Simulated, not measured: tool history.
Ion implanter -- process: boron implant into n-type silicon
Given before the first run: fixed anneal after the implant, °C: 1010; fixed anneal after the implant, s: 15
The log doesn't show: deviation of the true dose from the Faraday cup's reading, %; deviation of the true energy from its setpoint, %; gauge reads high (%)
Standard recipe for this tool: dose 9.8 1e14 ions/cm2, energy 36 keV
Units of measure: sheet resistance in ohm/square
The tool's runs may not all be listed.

| run | hour | dose | energy | wafers since the last listed run | hours since the last dose calibration | hours since the extraction supply was calibrated | hours since the gauge calibration | read-back reference wafer on the same gauge, sheet resistance | sheet resistance |
|---|---|---|---|---|---|---|---|---|---|
| 1 | 0 | 9.8 | 36 | 0 | 2059.3 | 3705 | 361.5 | 138.98 | 132.98 |
| 2 | 34.4 | 8.7 | 36 | 444 | 2093.7 | 3739.4 | 395.9 | 138.98 | 145.55 |
| 3 | 50.1 | 8.7 | 36 | 203 | 2109.4 | 3755.1 | 411.6 | 139.06 | 144.77 |
| 4 | 96.5 | 8.7 | 36 | 600 | 2155.8 | 3801.5 | 458 | 138.87 | 145.57 |
| 5 | 131.6 | 10.45 | 36 | 454 | 2190.9 | 3836.6 | 493.1 | 138.89 | 125.64 |
| 6 | 148.3 | 10.45 | 36 | 216 | 2207.6 | 3853.3 | 509.8 | 138.93 | 125.63 |
| 7 | 170.9 | 9.8 | 36 | 292 | 2230.2 | 3875.9 | 532.4 | 139.13 | 132.24 |
| 8 | 196.8 | 9.8 | 36 | 335 | 2256.1 | 3901.8 | 558.3 | 138.98 | 132.3 |
| 9 | 224.9 | 9.8 | 36 | 363 | 2284.2 | 3929.9 | 586.4 | 139.1 | 132.05 |
| 10 | 256.7 | 9.8 | 36 | 411 | 2316 | 3961.7 | 618.2 | 139.09 | 132.08 |
|  | 296.7 | extraction supply calibrated |
| 11 | 297.2 | 11.68 | 36 | 420 | 2356.5 | 0.5 | 658.7 | 139.04 | 114.19 |
| 12 | 315 | 11.68 | 36 | 230 | 2374.3 | 18.3 | 676.5 | 138.87 | 114.63 |
| 13 | 327.6 | 9.8 | 36 | 162 | 2386.9 | 30.9 | 689.1 | 138.9 | 132.76 |
|  | 346.6 | gauge calibrated |
|  | 352.4 | Faraday cup replaced and dose calibrated |
| 14 | 352.9 | 9.8 | 36 | 223 | 0.5 | 56.2 | 6.3 | 139.11 | 124.73 |
| 15 | 367.7 | 9.8 | 32.5 | 191 | 15.3 | 71 | 21.1 | 139.13 | 126.2 |
| 16 | 393.1 | 6.97 | 24 | 328 | 40.7 | 96.4 | 46.5 | 139.01 | 172.86 |
| 17 | 409.3 | 9.8 | 43.5 | 209 | 56.9 | 112.6 | 62.7 | 139.08 | 124.35 |
| 18 | 426.8 | 9.8 | 36 | 226 | 74.4 | 130.1 | 80.2 | 138.99 | 125.64 |
| 19 | 457.3 | 10.9 | 46 | 394 | 104.9 | 160.6 | 110.7 | 139.09 | 114.33 |
| 20 | 474.5 | 8.6 | 40.5 | 222 | 122.1 | 177.8 | 127.9 | 139.02 | 139.45 |
| 21 | 507.6 | 9.8 | 36 | 428 | 155.2 | 210.9 | 161 | 139.06 | 126.37 |
| 22 | 548.7 | 11.09 | 47.5 | 531 | 196.3 | 252 | 202.1 | 139.13 | 112.7 |
| 23 | 576.8 | 11.29 | 40.5 | 363 | 224.4 | 280.1 | 230.2 | 138.98 | 111.98 |
| 24 | 607.4 | 8.68 | 43 | 395 | 255 | 310.7 | 260.8 | 138.98 | 138.92 |
| 25 | 629.8 | 10.91 | 26.5 | 289 | 277.4 | 333.1 | 283.2 | 139.09 | 118.31 |
| 26 | 662.7 | 9.8 | 36 | 425 | 310.3 | 366 | 316.1 | 138.97 | 127.26 |
| 27 | 685.1 | 11.53 | 47.5 | 289 | 332.7 | 388.4 | 338.5 | 138.85 | 109.99 |
| 28 | 700.9 | 9.8 | 47.5 | 204 | 348.5 | 404.2 | 354.3 | 139.15 | 125.51 |
| 29 | 717.8 | 9.8 | 36 | 218 | 365.4 | 421.1 | 371.2 | 138.88 | 127.05 |
| 30 | 742.3 | 8.62 | 30 | 316 | 389.9 | 445.6 | 395.7 | 139.07 | 143.33 |

For each run, what was the tool's unlogged condition?
deviation of the true energy from its setpoint, %: 0 in every run
gauge reads high (%): 0 in every run
H1: deviation of the true dose from the Faraday cup's reading, %
| run | H1 |
|---|---|
| 1 | -5.66 |
| 2 | -5.68 |
| 3 | -5.68 |
| 4 | -5.7 |
| 5 | -5.71 |
| 6 | -5.72 |
| 7 | -5.73 |
| 8 | -5.74 |
| 9 | -5.75 |
| 10 | -5.76 |
| 11 | -5.77 |
| 12 | -5.77 |
| 13 | -5.78 |
| 14 | 0.527 |
| 15 | 0.423 |
| 16 | 0.25 |
| 17 | 0.142 |
| 18 | 0.0286 |
| 19 | -0.163 |
| 20 | -0.268 |
| 21 | -0.463 |
| 22 | -0.693 |
| 23 | -0.843 |
| 24 | -1 |
| 25 | -1.11 |
| 26 | -1.27 |
| 27 | -1.37 |
| 28 | -1.44 |
| 29 | -1.52 |
| 30 | -1.62 |

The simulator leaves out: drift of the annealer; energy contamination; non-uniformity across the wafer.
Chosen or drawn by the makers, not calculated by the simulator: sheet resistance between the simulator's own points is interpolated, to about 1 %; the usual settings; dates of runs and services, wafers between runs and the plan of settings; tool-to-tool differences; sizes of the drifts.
